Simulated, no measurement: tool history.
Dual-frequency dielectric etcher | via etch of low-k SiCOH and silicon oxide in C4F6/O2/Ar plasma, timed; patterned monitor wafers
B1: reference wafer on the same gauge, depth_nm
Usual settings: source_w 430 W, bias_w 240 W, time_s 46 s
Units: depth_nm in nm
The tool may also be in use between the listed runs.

run 1 hour=0 | source_w=370 bias_w=240 time_s=46 | B1=115.1 | depth_nm=135.8
run 2 hour=56.8 | source_w=430 bias_w=284 time_s=46 | B1=114.9 | depth_nm=154.6
run 3 hour=82.6 | source_w=430 bias_w=284 time_s=46 | B1=115 | depth_nm=155.7
run 4 hour=110.3 | source_w=430 bias_w=240 time_s=46 | B1=115.1 | depth_nm=145
-- hour=229.5 gauge calibrated
-- hour=270 wet clean of the chamber
run 5 hour=270.5 | source_w=430 bias_w=240 time_s=46 | B1=114.9 | depth_nm=141.4
-- hour=311.4 upper electrode replaced, of another model than before
run 6 hour=311.9 | source_w=430 bias_w=240 time_s=46 | B1=114.9 | depth_nm=143.1
run 7 hour=339.3 | source_w=430 bias_w=240 time_s=46 | B1=115.1 | depth_nm=142.7
-- hour=344.8 source power generator calibrated
run 8 hour=411 | source_w=430 bias_w=240 time_s=46 | B1=115 | depth_nm=143.5
run 9 hour=435.9 | source_w=430 bias_w=222 time_s=46 | B1=115 | depth_nm=136.9
run 10 hour=465 | source_w=430 bias_w=240 time_s=46 | B1=115 | depth_nm=144
run 11 hour=493.9 | source_w=430 bias_w=204 time_s=38.5 | B1=114.9 | depth_nm=110.4
-- hour=515.1 bias power generator calibrated
run 12 hour=521.5 | source_w=430 bias_w=240 time_s=46 | B1=115.2 | depth_nm=144.7
run 13 hour=559.7 | source_w=360 bias_w=287 time_s=46 | B1=115 | depth_nm=143.7
run 14 hour=596.9 | source_w=370 bias_w=240 time_s=46 | B1=115 | depth_nm=132.7
-- hour=633.1 gauge calibrated
run 15 hour=638.2 | source_w=370 bias_w=203 time_s=58 | B1=114.9 | depth_nm=153
run 16 hour=672.9 | source_w=430 bias_w=240 time_s=53.5 | B1=115 | depth_nm=167.5

Forecast each of these 4 alternatives for the next run:
run A hour=673.3 | source_w=430 bias_w=240 time_s=46 | B1=? | depth_nm=?
run B hour=673.3 | source_w=510 bias_w=203 time_s=33 | B1=? | depth_nm=?
run C hour=673.3 | source_w=370 bias_w=186 time_s=46 | B1=? | depth_nm=?
run D hour=673.3 | source_w=400 bias_w=257 time_s=46 | B1=? | depth_nm=?

run=A B1=114.9 depth_nm=145.5
run=B B1=114.9 depth_nm=104.1
run=C B1=114.9 depth_nm=115.2
run=D B1=114.9 depth_nm=145.1
Without the tool's hidden state the same runs would have given:
run=A depth_nm=141.6
run=B depth_nm=101.3
run=C depth_nm=112.1
run=D depth_nm=141.2

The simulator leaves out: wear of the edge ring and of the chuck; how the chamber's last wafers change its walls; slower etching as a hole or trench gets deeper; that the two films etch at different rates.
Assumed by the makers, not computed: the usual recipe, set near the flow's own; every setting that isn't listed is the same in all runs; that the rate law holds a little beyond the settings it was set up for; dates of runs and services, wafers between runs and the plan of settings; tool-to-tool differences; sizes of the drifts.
